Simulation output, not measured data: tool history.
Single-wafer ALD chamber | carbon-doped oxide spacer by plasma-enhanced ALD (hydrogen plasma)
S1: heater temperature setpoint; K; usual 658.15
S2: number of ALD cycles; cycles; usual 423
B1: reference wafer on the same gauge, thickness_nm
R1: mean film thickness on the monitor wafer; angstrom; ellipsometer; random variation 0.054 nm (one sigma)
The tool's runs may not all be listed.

run	hour	S1	S2	B1	R1
1	0	647.15	459	19.515	232.64
2	31.2	647.15	459	19.5	232.52
3	84.5	658.15	423	19.502	213.65
4	140.2	658.15	423	19.508	214.32
5	203.1	658.15	423	19.492	213.36
6	261.5	658.15	394	19.493	199.47
7	318.7	658.15	487	19.496	247.49
8	368.1	658.15	487	19.504	246.19
9	520.8	658.15	423	19.505	215.16
10	545.3	658.15	423	19.504	214.2
11	577.4	658.15	423	19.505	214.67
12	636.6	658.15	423	19.494	214.46
# hour 645.4: thermocouple changed; heater temperature recalibrated
# hour 659.9: gauge calibrated
13	682.3	658.15	458	19.506	233.34
14	743.1	647.15	366	19.5	185.85
15	803.4	658.15	423	19.495	214.29
16	830	658.15	423	19.505	213.53
17	857.4	653.15	423	19.513	214.28
18	924.7	658.15	423	19.512	214.05
19	976.6	668.15	423	19.509	213.91
20	1051.5	658.15	423	19.501	213.76
21	1107	653.15	495	19.5	251.55
22	1201.4	643.15	423	19.503	215
23	1255.3	658.15	423	19.501	213.8
24	1299.3	665.15	359	19.505	181.55
25	1347.1	672.15	381	19.498	193.42
26	1395.9	646.15	371	19.492	188

Forecast each of these 4 alternatives for the next run:
A	1396.9	658.15	390	?	?
B	1396.9	652.15	496	?	?
C	1396.9	650.15	387	?	?
D	1396.9	644.15	363	?	?

run	B1	R1
A	19.511	196.96
B	19.511	250.49
C	19.511	195.44
D	19.511	183.32
Without the tool's hidden state the same runs would have given:
run	R1
A	196.96
B	250.49
C	195.44
D	183.32

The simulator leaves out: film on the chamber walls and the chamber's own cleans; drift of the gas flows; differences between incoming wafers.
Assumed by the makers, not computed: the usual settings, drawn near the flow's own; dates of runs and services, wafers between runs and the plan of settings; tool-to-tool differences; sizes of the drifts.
